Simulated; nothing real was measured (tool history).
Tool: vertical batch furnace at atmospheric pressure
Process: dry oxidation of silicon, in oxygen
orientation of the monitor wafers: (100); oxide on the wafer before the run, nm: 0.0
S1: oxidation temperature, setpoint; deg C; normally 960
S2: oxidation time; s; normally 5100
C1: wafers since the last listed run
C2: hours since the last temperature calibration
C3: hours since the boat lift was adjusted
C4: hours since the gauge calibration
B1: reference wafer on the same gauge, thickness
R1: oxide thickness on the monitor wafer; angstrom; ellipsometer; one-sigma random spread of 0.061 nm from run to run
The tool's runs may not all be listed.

Run 1, hour 0: usual settings but S1 954 deg C; C1 0; C2 4070.1; C3 2870.8; C4 192.5; B1 46.09. Result: R1 371.5 angstrom.
Run 2, hour 8.2: usual settings but S1 954 deg C; C1 125; C2 4078.3; C3 2879; C4 200.7; B1 46.1. Result: R1 371.7 angstrom.
Run 3, hour 20.7: usual settings but S1 954 deg C; C1 191; C2 4090.8; C3 2891.5; C4 213.2; B1 46.1. Result: R1 371.2 angstrom.
Run 4, hour 30.2: usual settings; C1 145; C2 4100.3; C3 2901; C4 222.7; B1 46.09. Result: R1 394.7 angstrom.
Run 5, hour 43.9: usual settings; C1 209; C2 4114; C3 2914.7; C4 236.4; B1 46.11. Result: R1 395.3 angstrom.
Run 6, hour 57: usual settings; C1 200; C2 4127.1; C3 2927.8; C4 249.5; B1 46.09. Result: R1 394.4 angstrom.
Run 7, hour 68: usual settings; C1 168; C2 4138.1; C3 2938.8; C4 260.5; B1 46.11. Result: R1 395.4 angstrom.
Run 8, hour 77.7: usual settings; C1 148; C2 4147.8; C3 2948.5; C4 270.2; B1 46.09. Result: R1 393.8 angstrom.
Run 9, hour 92.6: usual settings; C1 227; C2 4162.7; C3 2963.4; C4 285.1; B1 46.1. Result: R1 394.2 angstrom.
Run 10, hour 100.3: usual settings; C1 117; C2 4170.4; C3 2971.1; C4 292.8; B1 46.09. Result: R1 394.1 angstrom.
Run 11, hour 114.1: usual settings but S2 6150 s; C1 210; C2 4184.2; C3 2984.9; C4 306.6; B1 46.1. Result: R1 448 angstrom.
Run 12, hour 135.7: usual settings but S2 6120 s; C1 330; C2 4205.8; C3 3006.5; C4 328.2; B1 46.13. Result: R1 446.4 angstrom.
Run 13, hour 151.4: usual settings; C1 239; C2 4221.5; C3 3022.2; C4 343.9; B1 46.12. Result: R1 393.6 angstrom.
Run 14, hour 162: usual settings but S1 946 deg C; C1 161; C2 4232.1; C3 3032.8; C4 354.5; B1 46.09. Result: R1 339.9 angstrom.
Run 15, hour 171.1: usual settings but S1 946 deg C; C1 139; C2 4241.2; C3 3041.9; C4 363.6; B1 46.12. Result: R1 341.2 angstrom.
Run 16, hour 185.8: usual settings but S2 3600 s; C1 224; C2 4255.9; C3 3056.6; C4 378.3; B1 46.1. Result: R1 311.5 angstrom.
Run 17, hour 204.7: usual settings; C1 288; C2 4274.8; C3 3075.5; C4 397.2; B1 46.1. Result: R1 393.8 angstrom.
Run 18, hour 261.2: usual settings but S1 978 deg C, S2 2850 s; C1 863; C2 4331.3; C3 3132; C4 453.7; B1 46.09. Result: R1 310.2 angstrom.
Run 19, hour 274.8: usual settings; C1 207; C2 4344.9; C3 3145.6; C4 467.3; B1 46.1. Result: R1 391.6 angstrom.
Run 20, hour 283.6: usual settings; C1 134; C2 4353.7; C3 3154.4; C4 476.1; B1 46.11. Result: R1 393.1 angstrom.
At hour 287.6: gauge calibrated.
At hour 318.5: thermocouples replaced and temperature profile calibrated.
At hour 331.4: boat lift adjusted.
Run 21, hour 331.9: usual settings but S1 938 deg C; C1 174; C2 13.4; C3 0.5; C4 44.3; B1 46.09. Result: R1 324.4 angstrom.
Run 22, hour 336.4: usual settings; C1 68; C2 17.9; C3 5; C4 48.8; B1 46.11. Result: R1 407.9 angstrom.
Run 23, hour 341: usual settings but S1 969 deg C, S2 6840 s; C1 70; C2 22.5; C3 9.6; C4 53.4; B1 46.1. Result: R1 537.5 angstrom.
Run 24, hour 345.5: usual settings but S1 937 deg C, S2 2880 s; C1 68; C2 27; C3 14.1; C4 57.9; B1 46.09. Result: R1 219.1 angstrom.
Run 25, hour 355.1: usual settings but S1 952 deg C, S2 7650 s; C1 146; C2 36.6; C3 23.7; C4 67.5; B1 46.09. Result: R1 501.7 angstrom.
Run 26, hour 363.3: usual settings but S1 969 deg C, S2 3810 s; C1 125; C2 44.8; C3 31.9; C4 75.7; B1 46.1. Result: R1 359.5 angstrom.
Run 27, hour 374.1: usual settings; C1 165; C2 55.6; C3 42.7; C4 86.5; B1 46.12. Result: R1 407.9 angstrom.
Run 28, hour 381.7: usual settings; C1 116; C2 63.2; C3 50.3; C4 94.1; B1 46.09. Result: R1 407.7 angstrom.
Run 29, hour 397.9: usual settings but S1 953 deg C, S2 6540 s; C1 247; C2 79.4; C3 66.5; C4 110.3; B1 46.08. Result: R1 452.7 angstrom.
Run 30, hour 437.3: usual settings but S2 6180 s; C1 602; C2 118.8; C3 105.9; C4 149.7; B1 46.07. Result: R1 467 angstrom.
Run 31, hour 454.9: usual settings but S1 979 deg C; C1 268; C2 136.4; C3 123.5; C4 167.3; B1 46.12. Result: R1 473.2 angstrom.

For each entry between runs, how does the tool's hidden state at the last listed run before it compare with that at the first listed run after it?
Run 20 -> run 21: gauge calibrated (hour 287.6); thermocouples replaced and temperature profile calibrated (hour 318.5); boat lift adjusted (hour 331.4)
  monitor wafer colder than the profiled boat position, K: 4.24 -> 0.291
  measured minus no-state result, R1: -15.7 -> -1 angstrom
